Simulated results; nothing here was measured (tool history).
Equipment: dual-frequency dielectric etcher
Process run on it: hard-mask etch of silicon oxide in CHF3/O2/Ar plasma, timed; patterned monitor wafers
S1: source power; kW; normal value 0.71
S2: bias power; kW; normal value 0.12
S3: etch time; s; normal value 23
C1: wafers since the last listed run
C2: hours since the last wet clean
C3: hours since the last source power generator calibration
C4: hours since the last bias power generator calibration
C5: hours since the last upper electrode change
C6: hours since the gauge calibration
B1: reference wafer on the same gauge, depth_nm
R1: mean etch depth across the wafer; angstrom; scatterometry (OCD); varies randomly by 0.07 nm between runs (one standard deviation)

Run 1, day 0: usual settings but S3 19 s; C1 0; C2 195; C3 3613.8; C4 5062.8; C5 6279.2; C6 300.3; B1 52.89. Result: R1 383.3 angstrom.
Run 2, day 0.829: usual settings but S3 19 s; C1 284; C2 214.9; C3 3633.7; C4 5082.7; C5 6299.1; C6 320.2; B1 52.89. Result: R1 384.6 angstrom.
Run 3, day 1.929: usual settings but S3 19 s; C1 377; C2 241.3; C3 3660.1; C4 5109.1; C5 6325.5; C6 346.6; B1 52.91. Result: R1 384.1 angstrom.
Run 4, day 2.842: usual settings; C1 312; C2 263.2; C3 3682; C4 5131; C5 6347.4; C6 368.5; B1 52.91. Result: R1 464.5 angstrom.
Run 5, day 3.612: usual settings; C1 264; C2 281.7; C3 3700.5; C4 5149.5; C5 6365.9; C6 387; B1 52.9. Result: R1 464.5 angstrom.
Run 6, day 4.438: usual settings; C1 282; C2 301.5; C3 3720.3; C4 5169.3; C5 6385.7; C6 406.8; B1 52.89. Result: R1 465.2 angstrom.
At day 4.479: gauge calibrated.
Run 7, day 5.2: usual settings but S3 19.5 s; C1 261; C2 319.8; C3 3738.6; C4 5187.6; C5 6404; C6 17.3; B1 52.9. Result: R1 393.6 angstrom.
Run 8, day 6.562: usual settings but S3 19.5 s; C1 467; C2 352.5; C3 3771.3; C4 5220.3; C5 6436.7; C6 50; B1 52.91. Result: R1 394.3 angstrom.
Run 9, day 7.842: usual settings; C1 438; C2 383.2; C3 3802; C4 5251; C5 6467.4; C6 80.7; B1 52.9. Result: R1 466.2 angstrom.
Run 10, day 9.004: usual settings; C1 398; C2 411.1; C3 3829.9; C4 5278.9; C5 6495.3; C6 108.6; B1 52.9. Result: R1 466.1 angstrom.
At day 9.504: source power generator calibrated.
At day 10.15: bias power generator calibrated.
At day 11.129: upper electrode replaced.
At day 11.167: wet clean of the chamber.
Run 11, day 11.246: usual settings; C1 305; C2 1.9; C3 41.8; C4 26.3; C5 2.8; C6 162.4; B1 52.92. Result: R1 465 angstrom.
Run 12, day 12.362: usual settings; C1 382; C2 28.7; C3 68.6; C4 53.1; C5 29.6; C6 189.2; B1 52.89. Result: R1 464.6 angstrom.

Run 13 has not been measured yet. What should we expect?
Run 13, day 12.933: usual settings but S1 0.66 kW, S3 18 s; C1 195; C2 42.4; C3 82.3; C4 66.8; C5 43.3; C6 202.9; B1 ?. Result: R1 ?.

{"run 13": {"B1": 52.9, "R1": 353.9}}
Without the tool's hidden state the same run would have given R1 353.4 angstrom.
